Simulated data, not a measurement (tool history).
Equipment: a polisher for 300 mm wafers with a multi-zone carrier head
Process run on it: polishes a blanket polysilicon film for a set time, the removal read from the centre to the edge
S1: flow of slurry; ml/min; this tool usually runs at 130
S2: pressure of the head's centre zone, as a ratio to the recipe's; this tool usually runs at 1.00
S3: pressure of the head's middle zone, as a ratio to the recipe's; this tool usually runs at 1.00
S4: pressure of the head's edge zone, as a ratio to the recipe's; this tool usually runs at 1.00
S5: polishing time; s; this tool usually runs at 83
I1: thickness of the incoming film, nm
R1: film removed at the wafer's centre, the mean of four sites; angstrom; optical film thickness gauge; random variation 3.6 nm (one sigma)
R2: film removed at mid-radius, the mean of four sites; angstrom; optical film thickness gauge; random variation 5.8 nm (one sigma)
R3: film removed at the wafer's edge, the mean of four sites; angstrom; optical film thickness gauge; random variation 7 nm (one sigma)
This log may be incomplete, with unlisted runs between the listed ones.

| run | hour | S1 | S2 | S3 | S4 | S5 | I1 | R1 | R2 | R3 |
|---|---|---|---|---|---|---|---|---|---|---|
| 1 | 0.0 | 130 | 1.00 | 1.00 | 1.00 | 83 | 1464.4 | 4987 | 4972 | 5202 |
|  | 33.0 | worn pad replaced by a new one |
| 2 | 38.8 | 160 | 1.00 | 1.00 | 1.00 | 83 | 1459.9 | 5264 | 5311 | 5232 |
| 3 | 72.5 | 160 | 1.00 | 1.00 | 1.00 | 83 | 1470.1 | 5195 | 5243 | 5312 |
| 4 | 99.4 | 130 | 1.00 | 1.00 | 1.00 | 83 | 1501.4 | 5009 | 5070 | 5151 |
| 5 | 124.2 | 130 | 1.00 | 1.00 | 1.00 | 83 | 1495.8 | 5002 | 4986 | 5193 |
| 6 | 177.8 | 130 | 1.00 | 1.00 | 1.00 | 83 | 1469.0 | 5057 | 4990 | 5047 |
|  | 185.9 | worn pad replaced by a new one |
|  | 205.8 | slurry nozzle cleaned |
| 7 | 270.6 | 130 | 1.00 | 1.00 | 1.00 | 83 | 1468.2 | 5060 | 5058 | 5205 |
| 8 | 302.3 | 130 | 1.00 | 1.00 | 1.00 | 66 | 1468.8 | 4049 | 4048 | 4107 |
|  | 334.8 | worn pad replaced by a new one |
| 9 | 357.8 | 130 | 1.00 | 1.00 | 1.00 | 66 | 1449.2 | 4030 | 4041 | 4099 |
| 10 | 398.3 | 130 | 1.00 | 1.00 | 1.00 | 83 | 1488.3 | 5052 | 5164 | 5242 |
| 11 | 443.4 | 130 | 1.12 | 0.90 | 1.05 | 105 | 1473.8 | 7212 | 5898 | 6606 |
| 12 | 473.7 | 165 | 0.97 | 1.04 | 1.00 | 101 | 1469.6 | 6220 | 6524 | 6406 |
|  | 484.1 | worn pad replaced by a new one |
|  | 505.6 | edge zone pressure recalibrated |
| 13 | 521.3 | 155 | 1.00 | 1.00 | 1.00 | 83 | 1471.9 | 5187 | 5260 | 5186 |
|  | 572.0 | centre zone pressure recalibrated |
|  | 608.2 | carrier head's membrane replaced by a new one |
|  | 629.6 | worn pad replaced by a new one |
|  | 634.4 | slurry nozzle cleaned |
| 14 | 656.1 | 130 | 0.91 | 1.12 | 1.00 | 83 | 1482.2 | 4680 | 5792 | 5161 |
| 15 | 714.8 | 165 | 1.00 | 0.89 | 1.00 | 83 | 1471.7 | 5377 | 4715 | 5478 |
| 16 | 764.4 | 130 | 1.00 | 1.00 | 1.00 | 83 | 1448.6 | 5105 | 5081 | 5157 |
| 17 | 790.9 | 105 | 1.00 | 0.96 | 0.92 | 67 | 1457.4 | 3908 | 3826 | 3883 |
|  | 807.3 | worn pad replaced by a new one |
| 18 | 823.0 | 130 | 1.00 | 1.00 | 1.06 | 83 | 1447.9 | 5048 | 5047 | 5307 |

Pick out some run-to-run changes in R1. Of each, how much would a tool without hidden state show as well, from the settings, what came in and chance, and how much is left for the hidden state and any gauge scatter not in both results compared?
Hidden state present: removal rate lost through wear of the pad, %; slurry flow missing at the pad, %; deviation of the centre zone's pressure from its setpoint, %; deviation of the edge zone's pressure from its setpoint, %.
Run 6 -> 7: worn pad replaced by a new one, slurry nozzle cleaned. R1 +3 angstrom: hidden state +123, all else -120.
Run 10 -> 11: S2 1.00 -> 1.12, S3 1.00 -> 0.90, S4 1.00 -> 1.05, S5 83 -> 105. R1 +2160 angstrom: hidden state -62, all else +2222.
